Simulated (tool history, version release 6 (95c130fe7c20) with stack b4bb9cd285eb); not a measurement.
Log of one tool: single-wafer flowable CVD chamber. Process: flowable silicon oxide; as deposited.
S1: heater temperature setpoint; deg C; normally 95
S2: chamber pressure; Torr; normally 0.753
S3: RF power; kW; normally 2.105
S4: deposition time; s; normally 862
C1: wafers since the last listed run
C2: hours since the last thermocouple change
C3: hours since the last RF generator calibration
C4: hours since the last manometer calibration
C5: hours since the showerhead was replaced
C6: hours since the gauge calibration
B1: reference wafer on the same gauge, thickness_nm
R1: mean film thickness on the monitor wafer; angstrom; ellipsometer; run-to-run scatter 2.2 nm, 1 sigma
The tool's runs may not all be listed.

{"run": 1, "hour": 0.0, "S1": 95, "S2": 0.753, "S3": 2.105, "S4": 862, "C1": 0, "C2": 1443.4, "C3": 2159.8, "C4": 1306, "C5": 4593.7, "C6": 293.3, "B1": 634.071, "R1": 5437.71}
{"hour": 9.0, "done": "gauge calibrated"}
{"run": 2, "hour": 33.6, "S1": 101, "S2": 0.753, "S3": 2.105, "S4": 862, "C1": 64, "C2": 1477, "C3": 2193.4, "C4": 1339.6, "C5": 4627.3, "C6": 24.6, "B1": 633.42, "R1": 4555.56}
{"run": 3, "hour": 62.1, "S1": 95, "S2": 0.753, "S3": 2.105, "S4": 862, "C1": 54, "C2": 1505.5, "C3": 2221.9, "C4": 1368.1, "C5": 4655.8, "C6": 53.1, "B1": 634.211, "R1": 5423.44}
{"run": 4, "hour": 83.2, "S1": 95, "S2": 0.753, "S3": 2.105, "S4": 755, "C1": 40, "C2": 1526.6, "C3": 2243, "C4": 1389.2, "C5": 4676.9, "C6": 74.2, "B1": 634.19, "R1": 4718.2}
{"run": 5, "hour": 109.3, "S1": 95, "S2": 0.753, "S3": 2.105, "S4": 862, "C1": 50, "C2": 1552.7, "C3": 2269.1, "C4": 1415.3, "C5": 4703, "C6": 100.3, "B1": 634.634, "R1": 5377.77}
{"run": 6, "hour": 131.8, "S1": 95, "S2": 0.753, "S3": 2.105, "S4": 862, "C1": 43, "C2": 1575.2, "C3": 2291.6, "C4": 1437.8, "C5": 4725.5, "C6": 122.8, "B1": 633.971, "R1": 5318.25}
{"run": 7, "hour": 157.4, "S1": 95, "S2": 0.753, "S3": 2.105, "S4": 862, "C1": 49, "C2": 1600.8, "C3": 2317.2, "C4": 1463.4, "C5": 4751.1, "C6": 148.4, "B1": 634.528, "R1": 5348.79}
{"run": 8, "hour": 178.2, "S1": 89, "S2": 0.753, "S3": 2.105, "S4": 862, "C1": 40, "C2": 1621.6, "C3": 2338, "C4": 1484.2, "C5": 4771.9, "C6": 169.2, "B1": 633.985, "R1": 6327.84}
{"hour": 202.7, "done": "thermocouple changed; heater temperature recalibrated"}
{"run": 9, "hour": 205.5, "S1": 104, "S2": 0.753, "S3": 2.105, "S4": 862, "C1": 37, "C2": 2.8, "C3": 2365.3, "C4": 1511.5, "C5": 4799.2, "C6": 196.5, "B1": 633.656, "R1": 4565.64}
{"run": 10, "hour": 233.6, "S1": 95, "S2": 0.753, "S3": 2.105, "S4": 862, "C1": 54, "C2": 30.9, "C3": 2393.4, "C4": 1539.6, "C5": 4827.3, "C6": 224.6, "B1": 633.514, "R1": 5859.06}
{"hour": 246.3, "done": "RF generator calibrated"}
{"run": 11, "hour": 248.0, "S1": 95, "S2": 0.753, "S3": 2.105, "S4": 862, "C1": 12, "C2": 45.3, "C3": 1.7, "C4": 1554, "C5": 4841.7, "C6": 239, "B1": 633.923, "R1": 5856.51}
{"hour": 265.7, "done": "capacitance manometer re-zeroed and calibrated"}
{"run": 12, "hour": 269.0, "S1": 95, "S2": 0.753, "S3": 2.105, "S4": 862, "C1": 25, "C2": 66.3, "C3": 22.7, "C4": 3.3, "C5": 4862.7, "C6": 260, "B1": 633.789, "R1": 5877.08}
{"run": 13, "hour": 292.2, "S1": 95, "S2": 0.753, "S3": 2.105, "S4": 862, "C1": 44, "C2": 89.5, "C3": 45.9, "C4": 26.5, "C5": 4885.9, "C6": 283.2, "B1": 634.002, "R1": 5895.97}
{"run": 14, "hour": 316.3, "S1": 103, "S2": 0.753, "S3": 2.105, "S4": 964, "C1": 46, "C2": 113.6, "C3": 70, "C4": 50.6, "C5": 4910, "C6": 307.3, "B1": 634.076, "R1": 5214.76}
{"hour": 320.2, "done": "gauge calibrated"}
{"run": 15, "hour": 332.7, "S1": 95, "S2": 0.892, "S3": 2.105, "S4": 926, "C1": 31, "C2": 130, "C3": 86.4, "C4": 67, "C5": 4926.4, "C6": 12.5, "B1": 634.217, "R1": 7494.87}
{"hour": 361.2, "done": "showerhead replaced, of another model than before"}
{"run": 16, "hour": 361.7, "S1": 95, "S2": 0.753, "S3": 2.105, "S4": 812, "C1": 40, "C2": 159, "C3": 115.4, "C4": 96, "C5": 0.5, "C6": 41.5, "B1": 634.625, "R1": 5521.78}
{"run": 17, "hour": 374.0, "S1": 83, "S2": 0.753, "S3": 2.41, "S4": 862, "C1": 23, "C2": 171.3, "C3": 127.7, "C4": 108.3, "C5": 12.8, "C6": 53.8, "B1": 633.9, "R1": 8412.76}
{"run": 18, "hour": 392.7, "S1": 95, "S2": 0.697, "S3": 2.105, "S4": 862, "C1": 35, "C2": 190, "C3": 146.4, "C4": 127, "C5": 31.5, "C6": 72.5, "B1": 633.758, "R1": 5529.13}
{"run": 19, "hour": 407.3, "S1": 106, "S2": 0.819, "S3": 1.7, "S4": 753, "C1": 28, "C2": 204.6, "C3": 161, "C4": 141.6, "C5": 46.1, "C6": 87.1, "B1": 634.141, "R1": 3656.94}
{"run": 20, "hour": 438.4, "S1": 95, "S2": 0.866, "S3": 2.38, "S4": 771, "C1": 59, "C2": 235.7, "C3": 192.1, "C4": 172.7, "C5": 77.2, "C6": 118.2, "B1": 634.267, "R1": 5948.85}
{"run": 21, "hour": 483.6, "S1": 95, "S2": 0.803, "S3": 2.28, "S4": 770, "C1": 86, "C2": 280.9, "C3": 237.3, "C4": 217.9, "C5": 122.4, "C6": 163.4, "B1": 633.537, "R1": 5611.28}
{"run": 22, "hour": 512.9, "S1": 95, "S2": 0.753, "S3": 2.105, "S4": 862, "C1": 56, "C2": 310.2, "C3": 266.6, "C4": 247.2, "C5": 151.7, "C6": 192.7, "B1": 633.765, "R1": 5875.67}
{"run": 23, "hour": 548.5, "S1": 106, "S2": 0.91, "S3": 1.795, "S4": 750, "C1": 68, "C2": 345.8, "C3": 302.2, "C4": 282.8, "C5": 187.3, "C6": 228.3, "B1": 633.559, "R1": 4038.8}

What would each run have given without the hidden state, its run-to-run variation left as it was?
Unlogged tool condition in this case: wafer temperature above the value expected at the setpoint (K); delivered RF power above the setpoint (%); true pressure above the setpoint (%); gauge reads high (%).
run=1 R1=5892.38
run=2 R1=4965.49
run=3 R1=5913.24
run=4 R1=5155.38
run=5 R1=5891.96
run=6 R1=5840.53
run=7 R1=5890.12
run=8 R1=6994.36
run=9 R1=4575.52
run=10 R1=5871.73
run=11 R1=5869.4
run=12 R1=5890.48
run=13 R1=5910.14
run=14 R1=5228.44
run=15 R1=7515.16
run=16 R1=5538.31
run=17 R1=8436.63
run=18 R1=5547.73
run=19 R1=3670.05
run=20 R1=5972.82
run=21 R1=5638.38
run=22 R1=5907.52
run=23 R1=4064.1

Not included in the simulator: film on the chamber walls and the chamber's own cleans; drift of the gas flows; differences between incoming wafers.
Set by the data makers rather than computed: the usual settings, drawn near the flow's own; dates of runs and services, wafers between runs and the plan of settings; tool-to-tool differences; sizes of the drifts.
